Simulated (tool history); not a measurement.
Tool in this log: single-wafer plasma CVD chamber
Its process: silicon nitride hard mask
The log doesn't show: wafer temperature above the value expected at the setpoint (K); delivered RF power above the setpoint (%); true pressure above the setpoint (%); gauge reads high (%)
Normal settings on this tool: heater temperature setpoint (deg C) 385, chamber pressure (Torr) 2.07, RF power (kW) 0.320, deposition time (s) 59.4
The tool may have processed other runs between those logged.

| run | hour | heater temperature setpoint (deg C) | chamber pressure (Torr) | RF power (kW) | deposition time (s) | wafers since the last listed run | hours since the last thermocouple change | hours since the last RF generator calibration | hours since the last manometer calibration | hours since the showerhead was replaced | hours since the gauge calibration | read-back reference wafer on the same gauge, thickness_nm | mean film thickness on the monitor wafer (nm) |
|---|---|---|---|---|---|---|---|---|---|---|---|---|---|
| 1 | 0.0 | 385 | 2.07 | 0.320 | 64.1 | 0 | 1226.6 | 1712.8 | 996.7 | 3231.5 | 648.8 | 91.884 | 89.841 |
| 2 | 67.0 | 385 | 2.07 | 0.320 | 64.1 | 1452 | 1293.6 | 1779.8 | 1063.7 | 3298.5 | 715.8 | 91.867 | 89.717 |
| 3 | 135.5 | 385 | 2.07 | 0.320 | 59.4 | 1484 | 1362.1 | 1848.3 | 1132.2 | 3367.0 | 784.3 | 91.849 | 82.902 |
| 4 | 199.3 | 385 | 2.07 | 0.320 | 59.4 | 1382 | 1425.9 | 1912.1 | 1196.0 | 3430.8 | 848.1 | 91.865 | 82.819 |
| 5 | 266.3 | 385 | 2.07 | 0.320 | 59.4 | 1452 | 1492.9 | 1979.1 | 1263.0 | 3497.8 | 915.1 | 91.883 | 82.544 |
|  | 312.6 | gauge calibrated |
| 6 | 381.1 | 385 | 2.07 | 0.320 | 59.4 | 2488 | 1607.7 | 2093.9 | 1377.8 | 3612.6 | 68.5 | 91.960 | 82.039 |
|  | 443.7 | thermocouple changed; heater temperature recalibrated |
| 7 | 444.2 | 385 | 2.07 | 0.320 | 59.4 | 1194 | 0.5 | 2157.0 | 1440.9 | 3675.7 | 131.6 | 91.855 | 81.860 |
| 8 | 499.0 | 385 | 2.07 | 0.320 | 65.1 | 1187 | 55.3 | 2211.8 | 1495.7 | 3730.5 | 186.4 | 91.900 | 89.730 |
|  | 509.2 | RF generator calibrated |
| 9 | 563.1 | 385 | 2.07 | 0.320 | 59.4 | 1215 | 119.4 | 53.9 | 1559.8 | 3794.6 | 250.5 | 91.899 | 83.853 |
|  | 599.0 | capacitance manometer re-zeroed and calibrated |
| 10 | 626.5 | 379 | 2.22 | 0.260 | 52.9 | 1200 | 182.8 | 117.3 | 27.5 | 3858.0 | 313.9 | 91.897 | 65.580 |
|  | 657.0 | showerhead replaced |
| 11 | 665.1 | 395 | 2.07 | 0.360 | 59.4 | 663 | 221.4 | 155.9 | 66.1 | 8.1 | 352.5 | 91.879 | 92.289 |
| 12 | 708.1 | 385 | 2.55 | 0.360 | 49.3 | 931 | 264.4 | 198.9 | 109.1 | 51.1 | 395.5 | 91.926 | 80.442 |
| 13 | 747.8 | 385 | 2.07 | 0.320 | 59.4 | 860 | 304.1 | 238.6 | 148.8 | 90.8 | 435.2 | 91.895 | 85.043 |
| 14 | 778.9 | 385 | 2.07 | 0.265 | 59.4 | 674 | 335.2 | 269.7 | 179.9 | 121.9 | 466.3 | 91.903 | 73.306 |
| 15 | 807.2 | 398 | 2.30 | 0.320 | 59.4 | 613 | 363.5 | 298.0 | 208.2 | 150.2 | 494.6 | 91.914 | 86.444 |
| 16 | 849.8 | 385 | 2.07 | 0.320 | 59.4 | 923 | 406.1 | 340.6 | 250.8 | 192.8 | 537.2 | 91.897 | 85.392 |
| 17 | 959.9 | 385 | 1.64 | 0.320 | 53.7 | 2386 | 516.2 | 450.7 | 360.9 | 302.9 | 647.3 | 91.921 | 73.252 |

What would each run have given without the hidden state, its run-to-run variation left as it was?
| run | mean film thickness on the monitor wafer (nm) |
|---|---|
| 1 | 92.338 |
| 2 | 92.387 |
| 3 | 85.540 |
| 4 | 85.618 |
| 5 | 85.511 |
| 6 | 85.300 |
| 7 | 85.291 |
| 8 | 93.664 |
| 9 | 85.413 |
| 10 | 65.806 |
| 11 | 92.616 |
| 12 | 80.749 |
| 13 | 85.432 |
| 14 | 73.685 |
| 15 | 86.902 |
| 16 | 85.890 |
| 17 | 73.808 |
